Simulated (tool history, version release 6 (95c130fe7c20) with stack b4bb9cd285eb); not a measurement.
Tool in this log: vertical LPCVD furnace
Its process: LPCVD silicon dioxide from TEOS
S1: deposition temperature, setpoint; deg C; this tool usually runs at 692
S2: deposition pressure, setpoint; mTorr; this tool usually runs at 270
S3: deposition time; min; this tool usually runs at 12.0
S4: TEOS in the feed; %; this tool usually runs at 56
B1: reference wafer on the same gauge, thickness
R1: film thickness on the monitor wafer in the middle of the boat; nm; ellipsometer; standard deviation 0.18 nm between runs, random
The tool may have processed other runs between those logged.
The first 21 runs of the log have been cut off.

run    hour   S1   S2    S3  S4     B1     R1
 22  1499.4  701  310  13.5  50  51.52  88.50
 23  1536.6  692  255  12.0  56  51.50  61.30
 24  1637.7  692  230  12.0  56  51.52  58.50
 25  1683.9  692  270  12.0  56  51.49  63.34
 26  1726.6  681  270  12.0  56  51.53  48.42
 27  1786.3  692  250  12.0  56  51.51  61.07
 28  1838.5  683  250  16.5  61  51.50  70.38
 29  1924.1  683  270  12.0  56  51.49  51.13
 30  1978.5  692  270  12.0  56  51.48  63.02
 31  2027.2  688  325  15.5  47  51.50  74.90

Consider 4 possible next runs. They are alternatives, not a sequence: every one starts from the tool as it was left by run 31. What does each give?
  A  2031.0  686  270  12.0  56   ?   ?
  B  2031.0  692  235  13.5  65   ?   ?
  C  2031.0  686  270  16.5  67   ?   ?
  D  2031.0  686  270  16.5  56   ?   ?

run     B1     R1
  A  51.48  54.86
  B  51.48  71.76
  C  51.48  82.51
  D  51.48  75.43
Without the tool's unlogged condition, the same runs would have read:
run     R1
  A  53.76
  B  70.12
  C  80.86
  D  73.92

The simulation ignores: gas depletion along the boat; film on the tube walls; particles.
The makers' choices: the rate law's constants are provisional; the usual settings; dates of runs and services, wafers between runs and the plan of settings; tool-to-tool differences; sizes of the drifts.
